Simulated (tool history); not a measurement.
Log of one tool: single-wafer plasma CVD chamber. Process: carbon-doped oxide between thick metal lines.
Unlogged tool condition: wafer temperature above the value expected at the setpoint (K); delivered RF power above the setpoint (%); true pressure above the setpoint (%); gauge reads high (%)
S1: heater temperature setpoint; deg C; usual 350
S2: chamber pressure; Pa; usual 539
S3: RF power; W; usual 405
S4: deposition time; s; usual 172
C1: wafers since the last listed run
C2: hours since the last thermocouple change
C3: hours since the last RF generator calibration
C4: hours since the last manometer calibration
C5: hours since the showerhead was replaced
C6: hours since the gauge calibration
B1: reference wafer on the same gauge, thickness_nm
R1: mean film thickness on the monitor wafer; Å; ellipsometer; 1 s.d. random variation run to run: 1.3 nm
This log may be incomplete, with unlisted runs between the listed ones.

Run 1, hour 0.0: usual settings but S2 505 Pa; C1 0; C2 1393.5; C3 357.2; C4 812.0; C5 3748.2; C6 552.8; B1 700.984. Result: R1 7525.86 Å.
Run 2, hour 68.4: usual settings; C1 525; C2 1461.9; C3 425.6; C4 880.4; C5 3816.6; C6 621.2; B1 700.312. Result: R1 7604.23 Å.
Run 3, hour 114.3: usual settings but S4 152 s; C1 352; C2 1507.8; C3 471.5; C4 926.3; C5 3862.5; C6 667.1; B1 701.151. Result: R1 6723.77 Å.
Run 4, hour 168.5: usual settings but S4 152 s; C1 416; C2 1562.0; C3 525.7; C4 980.5; C5 3916.7; C6 721.3; B1 701.107. Result: R1 6714.74 Å.
Run 5, hour 303.8: usual settings but S4 152 s; C1 1040; C2 1697.3; C3 661.0; C4 1115.8; C5 4052.0; C6 856.6; B1 701.315. Result: R1 6715.21 Å.
At hour 351.1: thermocouple changed; heater temperature recalibrated.
Run 6, hour 353.0: usual settings but S1 361 deg C, S2 496 Pa; C1 316; C2 1.9; C3 710.2; C4 1165.0; C5 4101.2; C6 905.8; B1 701.284. Result: R1 7229.40 Å.
Run 7, hour 389.7: usual settings but S4 161 s; C1 282; C2 38.6; C3 746.9; C4 1201.7; C5 4137.9; C6 942.5; B1 701.104. Result: R1 7004.49 Å.
At hour 418.5: gauge calibrated.
Run 8, hour 461.6: usual settings but S4 161 s; C1 552; C2 110.5; C3 818.8; C4 1273.6; C5 4209.8; C6 43.1; B1 701.057. Result: R1 7023.85 Å.
At hour 498.9: RF generator calibrated.
Run 9, hour 521.4: usual settings but S4 161 s; C1 398; C2 170.3; C3 22.5; C4 1333.4; C5 4269.6; C6 102.9; B1 700.956. Result: R1 7013.44 Å.
Run 10, hour 549.0: usual settings but S3 340 W; C1 212; C2 197.9; C3 50.1; C4 1361.0; C5 4297.2; C6 130.5; B1 701.318. Result: R1 6823.58 Å.
Run 11, hour 577.5: usual settings; C1 219; C2 226.4; C3 78.6; C4 1389.5; C5 4325.7; C6 159.0; B1 700.463. Result: R1 7519.28 Å.
Run 12, hour 630.1: usual settings; C1 404; C2 279.0; C3 131.2; C4 1442.1; C5 4378.3; C6 211.6; B1 700.944. Result: R1 7500.03 Å.
At hour 679.9: showerhead replaced.
Run 13, hour 686.7: usual settings but S1 360 deg C, S2 587 Pa, S3 450 W, S4 185 s; C1 373; C2 335.6; C3 187.8; C4 1498.7; C5 6.8; C6 268.2; B1 700.732. Result: R1 8462.27 Å.
Run 14, hour 757.2: usual settings but S4 163 s; C1 541; C2 406.1; C3 258.3; C4 1569.2; C5 77.3; C6 338.7; B1 701.093. Result: R1 7136.49 Å.
Run 15, hour 824.3: usual settings; C1 515; C2 473.2; C3 325.4; C4 1636.3; C5 144.4; C6 405.8; B1 700.862. Result: R1 7548.15 Å.
At hour 847.4: capacitance manometer re-zeroed and calibrated.
Run 16, hour 862.1: usual settings; C1 229; C2 511.0; C3 363.2; C4 14.7; C5 182.2; C6 443.6; B1 700.473. Result: R1 7587.42 Å.
Run 17, hour 908.5: usual settings but S2 444 Pa, S4 197 s; C1 356; C2 557.4; C3 409.6; C4 61.1; C5 228.6; C6 490.0; B1 700.956. Result: R1 8535.18 Å.
Run 18, hour 969.4: usual settings but S1 342 deg C, S2 501 Pa, S3 365 W, S4 189 s; C1 468; C2 618.3; C3 470.5; C4 122.0; C5 289.5; C6 550.9; B1 700.714. Result: R1 7953.74 Å.
Run 19, hour 1038.1: usual settings but S1 354 deg C; C1 528; C2 687.0; C3 539.2; C4 190.7; C5 358.2; C6 619.6; B1 701.046. Result: R1 7525.26 Å.
Run 20, hour 1083.4: usual settings but S1 356 deg C, S2 580 Pa, S3 430 W; C1 348; C2 732.3; C3 584.5; C4 236.0; C5 403.5; C6 664.9; B1 700.911. Result: R1 7785.94 Å.
Run 21, hour 1137.7: usual settings but S1 361 deg C, S2 427 Pa; C1 417; C2 786.6; C3 638.8; C4 290.3; C5 457.8; C6 719.2; B1 701.095. Result: R1 7268.98 Å.

3 options for the next run, each taken on its own from the tool as it stands now. Forecast them:
Run A, hour 1138.1: usual settings; C1 3; C2 787.0; C3 639.2; C4 290.7; C5 458.2; C6 719.6; B1 ?. Result: R1 ?.
Run B, hour 1138.1: usual settings but S4 181 s; C1 3; C2 787.0; C3 639.2; C4 290.7; C5 458.2; C6 719.6; B1 ?. Result: R1 ?.
Run C, hour 1138.1: usual settings but S1 355 deg C, S2 416 Pa, S3 350 W, S4 138 s; C1 3; C2 787.0; C3 639.2; C4 290.7; C5 458.2; C6 719.6; B1 ?. Result: R1 ?.

run       B1       R1
  A  701.530  7599.15
  B  701.530  7995.53
  C  701.530  5435.04
Without the tool's unlogged condition, the same runs would have read:
run       R1
  A  7557.81
  B  7952.04
  C  5406.26
